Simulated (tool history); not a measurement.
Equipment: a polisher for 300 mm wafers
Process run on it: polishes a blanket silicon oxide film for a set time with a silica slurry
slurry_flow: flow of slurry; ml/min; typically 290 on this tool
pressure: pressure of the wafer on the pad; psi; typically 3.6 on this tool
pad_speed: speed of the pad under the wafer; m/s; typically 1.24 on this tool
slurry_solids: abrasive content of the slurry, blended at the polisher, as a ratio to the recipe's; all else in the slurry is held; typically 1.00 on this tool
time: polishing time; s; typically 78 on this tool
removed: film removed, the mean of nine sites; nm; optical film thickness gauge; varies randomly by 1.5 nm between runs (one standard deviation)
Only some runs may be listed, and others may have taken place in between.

run	hour	slurry_flow	pressure	pad_speed	slurry_solids	time	incoming thickness of the incoming film, nm	removed
1	0.0	290	3.6	1.24	1.00	78	935.1	198.5
2	106.4	290	3.6	1.24	1.00	78	962.1	195.6
# hour 112.1: worn pad replaced by a new one
3	198.3	290	3.6	1.24	1.00	78	936.5	192.5
# hour 267.8: conditioning disc replaced and pad reconditioned
4	282.5	290	3.6	1.24	1.00	78	939.5	191.3
5	360.3	290	3.6	1.24	1.00	78	953.5	187.6
# hour 394.3: slurry nozzle cleaned
# hour 398.8: slurry blender recalibrated
# hour 405.3: worn pad replaced by a new one
6	455.9	290	3.6	1.24	1.00	78	943.2	199.2
7	505.9	290	3.6	1.24	1.00	78	959.8	199.2
8	567.7	290	3.6	1.24	1.00	78	943.3	195.9
9	646.9	290	3.6	1.24	1.00	78	957.8	194.9
# hour 650.0: conditioning disc replaced and pad reconditioned
# hour 705.2: head pressure recalibrated
10	747.5	290	3.6	1.12	0.85	78	940.4	170.9
# hour 758.1: worn pad replaced by a new one
11	815.9	290	3.6	1.66	1.15	91	958.0	281.6
# hour 854.8: slurry blender recalibrated
12	923.5	290	3.6	1.24	1.10	63	949.3	164.8
13	977.3	290	3.6	1.24	1.00	78	945.1	196.9
# hour 1035.4: conditioning disc replaced and pad reconditioned
14	1041.5	290	3.6	1.58	1.00	94	964.9	274.4
# hour 1079.9: worn pad replaced by a new one
15	1106.2	200	2.8	1.48	1.00	78	945.6	164.0
# hour 1131.9: slurry nozzle cleaned
16	1211.7	195	3.6	1.24	1.10	101	955.3	247.5
17	1264.8	290	3.6	1.24	0.80	78	952.6	177.1
# hour 1294.3: slurry blender recalibrated
18	1367.7	290	3.6	1.24	1.00	78	955.4	194.8
# hour 1371.9: conditioning disc replaced and pad reconditioned
# hour 1455.5: head pressure recalibrated
# hour 1459.7: worn pad replaced by a new one
19	1670.0	320	2.9	1.60	1.15	78	951.9	193.0

What if the next run were any one of these 4? Each begins from the tool's condition after run 19:
A	1670.5	290	3.6	1.24	1.00	61	951.5	?
B	1670.5	235	3.6	0.98	1.15	88	951.5	?
C	1670.5	290	4.7	0.98	1.30	99	951.5	?
D	1670.5	340	3.6	1.24	1.25	78	951.5	?

run	removed
A	147.7
B	189.9
C	297.4
D	207.2
With no hidden state in the tool, these same runs would have given:
run	removed
A	155.6
B	199.5
C	311.6
D	217.3

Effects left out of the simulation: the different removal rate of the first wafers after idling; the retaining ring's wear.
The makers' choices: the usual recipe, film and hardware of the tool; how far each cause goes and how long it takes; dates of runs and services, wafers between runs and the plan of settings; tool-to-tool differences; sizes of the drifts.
